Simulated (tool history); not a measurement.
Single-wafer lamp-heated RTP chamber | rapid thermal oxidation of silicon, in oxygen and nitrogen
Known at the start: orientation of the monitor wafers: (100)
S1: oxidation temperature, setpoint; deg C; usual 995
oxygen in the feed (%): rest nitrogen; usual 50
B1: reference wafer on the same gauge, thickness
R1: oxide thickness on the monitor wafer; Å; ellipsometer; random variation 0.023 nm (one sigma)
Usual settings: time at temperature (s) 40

run 1 hour=0 | S1=975 time_at_temperature_(s)=40 oxygen_in_the_feed_(%)=50 | B1=4.373 | R1=38.38
run 2 hour=8.2 | S1=984 time_at_temperature_(s)=40 oxygen_in_the_feed_(%)=50 | B1=4.367 | R1=41.02
run 3 hour=22.3 | S1=984 time_at_temperature_(s)=40 oxygen_in_the_feed_(%)=50 | B1=4.372 | R1=40.53
run 4 hour=34.1 | S1=995 time_at_temperature_(s)=40 oxygen_in_the_feed_(%)=50 | B1=4.372 | R1=43.78
run 5 hour=43 | S1=995 time_at_temperature_(s)=40 oxygen_in_the_feed_(%)=50 | B1=4.37 | R1=43.81
run 6 hour=59.1 | S1=995 time_at_temperature_(s)=40 oxygen_in_the_feed_(%)=74 | B1=4.364 | R1=50.02
run 7 hour=72.5 | S1=995 time_at_temperature_(s)=40 oxygen_in_the_feed_(%)=74 | B1=4.372 | R1=49.92
run 8 hour=82.1 | S1=995 time_at_temperature_(s)=40 oxygen_in_the_feed_(%)=74 | B1=4.372 | R1=49.76
run 9 hour=89.8 | S1=995 time_at_temperature_(s)=40 oxygen_in_the_feed_(%)=50 | B1=4.37 | R1=43.78
run 10 hour=103.1 | S1=995 time_at_temperature_(s)=40 oxygen_in_the_feed_(%)=50 | B1=4.369 | R1=43.91
run 11 hour=119.6 | S1=995 time_at_temperature_(s)=40 oxygen_in_the_feed_(%)=50 | B1=4.371 | R1=41.18
run 12 hour=125.3 | S1=995 time_at_temperature_(s)=40 oxygen_in_the_feed_(%)=50 | B1=4.37 | R1=41.19
run 13 hour=131.4 | S1=995 time_at_temperature_(s)=40 oxygen_in_the_feed_(%)=50 | B1=4.373 | R1=40.94
run 14 hour=141.1 | S1=995 time_at_temperature_(s)=40 oxygen_in_the_feed_(%)=58 | B1=4.372 | R1=43.2
run 15 hour=148.4 | S1=995 time_at_temperature_(s)=40 oxygen_in_the_feed_(%)=58 | B1=4.368 | R1=43.23
run 16 hour=163.8 | S1=995 time_at_temperature_(s)=40 oxygen_in_the_feed_(%)=58 | B1=4.367 | R1=43.11
run 17 hour=177.8 | S1=995 time_at_temperature_(s)=47 oxygen_in_the_feed_(%)=60 | B1=4.365 | R1=46.31
run 18 hour=188.9 | S1=995 time_at_temperature_(s)=40 oxygen_in_the_feed_(%)=50 | B1=4.368 | R1=41.69
run 19 hour=198.2 | S1=976 time_at_temperature_(s)=40 oxygen_in_the_feed_(%)=66 | B1=4.368 | R1=39.91
run 20 hour=214.6 | S1=995 time_at_temperature_(s)=40 oxygen_in_the_feed_(%)=50 | B1=4.371 | R1=41.22
run 21 hour=226 | S1=995 time_at_temperature_(s)=40 oxygen_in_the_feed_(%)=50 | B1=4.371 | R1=41.52
run 22 hour=240.8 | S1=995 time_at_temperature_(s)=40 oxygen_in_the_feed_(%)=58 | B1=4.369 | R1=43.66
run 23 hour=266.2 | S1=1011 time_at_temperature_(s)=30 oxygen_in_the_feed_(%)=28 | B1=4.37 | R1=35.09
run 24 hour=276.9 | S1=968 time_at_temperature_(s)=46 oxygen_in_the_feed_(%)=65 | B1=4.366 | R1=39.43
run 25 hour=292.7 | S1=1014 time_at_temperature_(s)=59 oxygen_in_the_feed_(%)=76 | B1=4.37 | R1=64.15
run 26 hour=298.9 | S1=995 time_at_temperature_(s)=40 oxygen_in_the_feed_(%)=34 | B1=4.368 | R1=37.27
run 27 hour=316.8 | S1=995 time_at_temperature_(s)=40 oxygen_in_the_feed_(%)=50 | B1=4.372 | R1=41.72
run 28 hour=329.6 | S1=995 time_at_temperature_(s)=31 oxygen_in_the_feed_(%)=50 | B1=4.367 | R1=38.2
run 29 hour=337.6 | S1=995 time_at_temperature_(s)=21 oxygen_in_the_feed_(%)=50 | B1=4.371 | R1=33.25
run 30 hour=353.3 | S1=984 time_at_temperature_(s)=21 oxygen_in_the_feed_(%)=35 | B1=4.372 | R1=29.3
run 31 hour=370.1 | S1=1011 time_at_temperature_(s)=53 oxygen_in_the_feed_(%)=74 | B1=4.373 | R1=59.1
run 32 hour=382.9 | S1=995 time_at_temperature_(s)=40 oxygen_in_the_feed_(%)=50 | B1=4.372 | R1=42.14
run 33 hour=426.3 | S1=995 time_at_temperature_(s)=40 oxygen_in_the_feed_(%)=50 | B1=4.368 | R1=42.15
run 34 hour=435.8 | S1=995 time_at_temperature_(s)=20 oxygen_in_the_feed_(%)=50 | B1=4.372 | R1=32.78
run 35 hour=448.2 | S1=995 time_at_temperature_(s)=23 oxygen_in_the_feed_(%)=20 | B1=4.367 | R1=28.17
run 36 hour=459.3 | S1=1022 time_at_temperature_(s)=40 oxygen_in_the_feed_(%)=50 | B1=4.367 | R1=50.61
run 37 hour=470.1 | S1=980 time_at_temperature_(s)=45 oxygen_in_the_feed_(%)=37 | B1=4.37 | R1=36.95

Not shown: 4 entries that the log had between the listed runs. Between which runs, and how does the tool's hidden state differ before and after?
Between runs 3 and 4: gauge calibrated (hour 34)
  true wafer temperature minus pyrometer reading, K: 10.8 -> 10.9
  measured less the result without the state, R1: +2.65 -> +3 Å
Between runs 10 and 11: pyrometer window cleaned and pyrometer calibrated (hour 119.1)
  true wafer temperature minus pyrometer reading, K: 11.7 -> 2.18
  measured less the result without the state, R1: +3.22 -> +0.57 Å
Between runs 23 and 24: oxygen flow controller replaced (hour 274.6)
  true wafer temperature minus pyrometer reading, K: 3.87 -> 3.99
  measured less the result without the state, R1: +0.72 -> +1 Å
Between runs 24 and 25: gauge calibrated (hour 280.3)
  true wafer temperature minus pyrometer reading, K: 3.99 -> 4.18
  measured less the result without the state, R1: +1 -> +1.88 Å
